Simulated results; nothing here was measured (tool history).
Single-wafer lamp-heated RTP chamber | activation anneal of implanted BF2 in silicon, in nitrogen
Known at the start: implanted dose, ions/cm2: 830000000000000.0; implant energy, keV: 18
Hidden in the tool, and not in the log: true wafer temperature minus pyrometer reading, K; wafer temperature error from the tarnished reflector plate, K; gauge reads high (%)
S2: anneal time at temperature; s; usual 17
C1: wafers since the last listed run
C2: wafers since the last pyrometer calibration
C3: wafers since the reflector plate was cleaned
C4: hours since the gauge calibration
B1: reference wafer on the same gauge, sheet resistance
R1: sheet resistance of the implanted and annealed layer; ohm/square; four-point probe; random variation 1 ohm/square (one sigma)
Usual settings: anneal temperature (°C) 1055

run 1 hour=0 | anneal_temperature_(°C)=1046 S2=10 | C1=0 C2=10620 C3=6758 C4=2469.1 | B1=159.4 | R1=178.91
run 2 hour=52.5 | anneal_temperature_(°C)=1046 S2=10 | C1=1047 C2=11667 C3=7805 C4=2521.6 | B1=159.15 | R1=179.5
run 3 hour=149.3 | anneal_temperature_(°C)=1046 S2=10 | C1=1931 C2=13599 C3=9737 C4=2618.4 | B1=159.64 | R1=179.99
-- hour=180.1 pyrometer window cleaned and pyrometer calibrated
run 4 hour=220.6 | anneal_temperature_(°C)=1055 S2=17 | C1=1263 C2=809 C3=11000 C4=2689.7 | B1=159.75 | R1=166.67
run 5 hour=280.6 | anneal_temperature_(°C)=1055 S2=17 | C1=1197 C2=2006 C3=12197 C4=2749.7 | B1=159 | R1=164.81
run 6 hour=361.6 | anneal_temperature_(°C)=1055 S2=17 | C1=1616 C2=3622 C3=13813 C4=2830.7 | B1=159.3 | R1=163.41
run 7 hour=418.6 | anneal_temperature_(°C)=1068 S2=17 | C1=1137 C2=4759 C3=14951 C4=2887.7 | B1=158.9 | R1=160.5
-- hour=487.9 reflector plate cleaned
run 8 hour=523.3 | anneal_temperature_(°C)=1055 S2=17 | C1=1929 C2=6689 C3=705 C4=2992.4 | B1=158.66 | R1=164.6
run 9 hour=606.6 | anneal_temperature_(°C)=1055 S2=17 | C1=1662 C2=8351 C3=2367 C4=3075.7 | B1=158.85 | R1=165.31
run 10 hour=743.8 | anneal_temperature_(°C)=1055 S2=17 | C1=2737 C2=11088 C3=5105 C4=3212.9 | B1=159.13 | R1=166.41
-- hour=780.7 gauge calibrated
run 11 hour=800.4 | anneal_temperature_(°C)=1055 S2=22 | C1=1129 C2=12218 C3=6234 C4=19.7 | B1=168.6 | R1=171.47
-- hour=864.4 pyrometer window cleaned and pyrometer calibrated
run 12 hour=872.9 | anneal_temperature_(°C)=1076 S2=17 | C1=1286 C2=169 C3=7521 C4=92.2 | B1=167.61 | R1=165.18
run 13 hour=960.7 | anneal_temperature_(°C)=1029 S2=21 | C1=1751 C2=1921 C3=9273 C4=180 | B1=166.87 | R1=183.8
run 14 hour=1024.9 | anneal_temperature_(°C)=1068 S2=25 | C1=1280 C2=3202 C3=10554 C4=244.2 | B1=166.17 | R1=160.08
run 15 hour=1091.7 | anneal_temperature_(°C)=1055 S2=17 | C1=1332 C2=4535 C3=11887 C4=311 | B1=165.89 | R1=172.81
-- hour=1149.3 reflector plate cleaned
run 16 hour=1176.5 | anneal_temperature_(°C)=1055 S2=17 | C1=1532 C2=6068 C3=542 C4=395.8 | B1=165.84 | R1=171.78
run 17 hour=1281.3 | anneal_temperature_(°C)=1084 S2=21 | C1=2091 C2=8159 C3=2633 C4=500.6 | B1=165.37 | R1=156.65
run 18 hour=1365.2 | anneal_temperature_(°C)=1074 S2=26 | C1=1674 C2=9833 C3=4307 C4=584.5 | B1=164.9 | R1=153.94
run 19 hour=1448.9 | anneal_temperature_(°C)=1071 S2=12 | C1=1670 C2=11503 C3=5977 C4=668.2 | B1=164.02 | R1=167.23
run 20 hour=1689.6 | anneal_temperature_(°C)=1066 S2=23 | C1=4802 C2=16305 C3=10780 C4=908.9 | B1=163.39 | R1=158.7
-- hour=1728.1 pyrometer window cleaned and pyrometer calibrated
run 21 hour=1790.8 | anneal_temperature_(°C)=1055 S2=17 | C1=1859 C2=1250 C3=12640 C4=1010.1 | B1=162.52 | R1=167.59
-- hour=1816.6 reflector plate cleaned
run 22 hour=1874.3 | anneal_temperature_(°C)=1066 S2=9 | C1=1506 C2=2757 C3=1152 C4=1093.6 | B1=162.69 | R1=171.01
run 23 hour=1920.1 | anneal_temperature_(°C)=1055 S2=17 | C1=913 C2=3670 C3=2066 C4=1139.4 | B1=162.33 | R1=168.05
run 24 hour=1987.5 | anneal_temperature_(°C)=1055 S2=10 | C1=1344 C2=5015 C3=3410 C4=1206.8 | B1=162.67 | R1=176.04
run 25 hour=2032.5 | anneal_temperature_(°C)=1055 S2=17 | C1=897 C2=5913 C3=4308 C4=1251.8 | B1=161.81 | R1=166.83
run 26 hour=2095.7 | anneal_temperature_(°C)=1055 S2=9 | C1=1261 C2=7174 C3=5569 C4=1315 | B1=161.51 | R1=177.67
run 27 hour=2152.2 | anneal_temperature_(°C)=1047 S2=21 | C1=1127 C2=8302 C3=6697 C4=1371.5 | B1=161.51 | R1=169.64
run 28 hour=2210 | anneal_temperature_(°C)=1055 S2=17 | C1=1153 C2=9455 C3=7850 C4=1429.3 | B1=162.06 | R1=168.28
run 29 hour=2266.1 | anneal_temperature_(°C)=1082 S2=17 | C1=1119 C2=10574 C3=8969 C4=1485.4 | B1=161.73 | R1=154.34
run 30 hour=2354.6 | anneal_temperature_(°C)=1078 S2=8 | C1=1765 C2=12340 C3=10735 C4=1573.9 | B1=161.35 | R1=165.07
run 31 hour=2400.4 | anneal_temperature_(°C)=1037 S2=13 | C1=913 C2=13254 C3=11649 C4=1619.7 | B1=161.67 | R1=183.98
run 32 hour=2490.8 | anneal_temperature_(°C)=1055 S2=17 | C1=1803 C2=15058 C3=13453 C4=1710.1 | B1=161.13 | R1=166.02
-- hour=2537.6 reflector plate cleaned
run 33 hour=2550.6 | anneal_temperature_(°C)=1073 S2=24 | C1=1033 C2=16091 C3=259 C4=1769.9 | B1=160.83 | R1=151.86
-- hour=2611.1 pyrometer window cleaned and pyrometer calibrated
run 34 hour=2734.6 | anneal_temperature_(°C)=1074 S2=26 | C1=3511 C2=2463 C3=3770 C4=1953.9 | B1=160.04 | R1=151.91
run 35 hour=2814.6 | anneal_temperature_(°C)=1035 S2=23 | C1=1596 C2=4059 C3=5367 C4=2033.9 | B1=160.4 | R1=172.83

Hidden state at the last listed run before each entry between runs and at the first one after, where it differs:
Between runs 3 and 4: pyrometer window cleaned and pyrometer calibrated (hour 180.1)
  gauge reads high (%): -5.11 -> -5.15
  measured less the result without the state, R1: -9.69 -> -9.05 ohm/square
Between runs 7 and 8: reflector plate cleaned (hour 487.9)
  gauge reads high (%): -5.23 -> -5.27
  measured less the result without the state, R1: -8.86 -> -9.16 ohm/square
Between runs 10 and 11: gauge calibrated (hour 780.7)
  gauge reads high (%): -5.34 -> 0.0544
  measured less the result without the state, R1: -9.39 -> +0.1 ohm/square
Between runs 11 and 12: pyrometer window cleaned and pyrometer calibrated (hour 864.4)
  gauge reads high (%): 0.0544 -> -0.28
  measured less the result without the state, R1: +0.1 -> -0.46 ohm/square
Between runs 15 and 16: reflector plate cleaned (hour 1149.3)
  gauge reads high (%): -1.17 -> -1.47
  measured less the result without the state, R1: -2.04 -> -2.56 ohm/square
Between runs 20 and 21: pyrometer window cleaned and pyrometer calibrated (hour 1728.1)
  gauge reads high (%): -2.89 -> -3.1
  measured less the result without the state, R1: -4.72 -> -5.36 ohm/square
Between runs 21 and 22: reflector plate cleaned (hour 1816.6)
  gauge reads high (%): -3.1 -> -3.26
  measured less the result without the state, R1: -5.36 -> -5.77 ohm/square
Between runs 32 and 33: reflector plate cleaned (hour 2537.6)
  gauge reads high (%): -4.15 -> -4.22
  measured less the result without the state, R1: -7.2 -> -6.69 ohm/square
Between runs 33 and 34: pyrometer window cleaned and pyrometer calibrated (hour 2611.1)
  gauge reads high (%): -4.22 -> -4.39
  measured less the result without the state, R1: -6.69 -> -6.98 ohm/square
